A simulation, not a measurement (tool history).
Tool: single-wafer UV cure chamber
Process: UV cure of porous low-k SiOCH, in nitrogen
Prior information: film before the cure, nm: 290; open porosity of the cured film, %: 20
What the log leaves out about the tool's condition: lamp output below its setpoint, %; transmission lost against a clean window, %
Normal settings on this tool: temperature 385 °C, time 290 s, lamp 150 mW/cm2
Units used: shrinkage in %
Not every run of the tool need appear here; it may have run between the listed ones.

run	hour	temperature	time	lamp	wafers since the last listed run	hours since the UV bulbs were replaced	wafers since the quartz window was cleaned	shrinkage
1	0.0	385	335	150	0	2306.3	2086	13.008
# hour 25.2: quartz window cleaned
2	29.4	392	290	150	126	2335.7	25	12.433
3	59.3	385	290	150	176	2365.6	202	12.030
4	72.5	385	290	150	78	2378.8	280	12.123
5	90.5	385	290	150	106	2396.8	386	12.230
6	102.5	385	290	128	71	2408.8	457	11.414
7	121.1	385	290	128	110	2427.4	567	11.372
8	143.0	385	290	150	129	2449.3	697	11.963
9	175.6	385	290	163	192	2481.9	890	12.451
10	205.8	385	255	150	178	2512.1	1068	11.748
11	272.1	385	255	150	392	2578.4	1461	11.614
12	295.5	385	290	150	138	2601.8	1599	12.009
# hour 311.0: UV bulbs replaced
13	320.8	385	290	150	102	9.8	1702	14.034
14	344.3	385	290	176	139	33.3	1841	14.747
15	384.1	385	290	159	235	73.1	2076	14.183
16	412.0	385	290	159	165	101.0	2241	13.865
17	426.0	385	290	159	82	115.0	2324	13.842
# hour 434.7: quartz window cleaned
18	442.5	385	290	150	50	131.5	45	13.890
19	473.1	385	290	122	181	162.1	226	12.896
20	505.0	385	400	150	188	194.0	415	14.860
21	538.5	385	290	124	198	227.5	613	12.641
22	569.2	375	290	167	181	258.2	795	13.748
23	587.8	385	175	122	110	276.8	905	10.284
24	608.5	366	355	176	122	297.5	1028	14.615
25	633.5	365	290	139	147	322.5	1176	12.849
26	649.1	401	390	150	92	338.1	1268	14.887
27	664.3	385	290	150	89	353.3	1358	13.449
28	677.6	385	235	123	78	366.6	1437	11.762
29	713.1	385	290	133	210	402.1	1647	12.780
30	726.3	391	290	150	78	415.3	1725	13.490
31	759.3	385	215	150	195	448.3	1920	12.153
# hour 767.8: quartz window cleaned
32	783.8	369	290	165	97	472.8	94	13.430
33	806.7	385	290	150	135	495.7	229	12.962
34	825.3	379	290	150	110	514.3	339	13.111
35	843.3	385	290	150	106	532.3	446	13.141
36	871.7	374	120	177	168	560.7	614	9.841
37	883.8	385	290	150	71	572.8	686	13.073
38	900.1	385	375	150	96	589.1	782	14.225
39	924.9	377	355	123	146	613.9	929	13.132
40	954.8	385	175	150	176	643.8	1106	10.821

What if the next run were any one of these 4? Each begins from the tool's condition after run 40:
A	955.3	385	290	150	2	644.3	1109	?
B	955.3	396	360	176	2	644.3	1109	?
C	955.3	378	205	150	2	644.3	1109	?
D	955.3	375	405	150	2	644.3	1109	?

run	shrinkage
A	13.070
B	15.012
C	11.383
D	14.423
Without the tool's hidden state the same runs would have given:
run	shrinkage
A	14.089
B	16.047
C	12.370
D	15.456
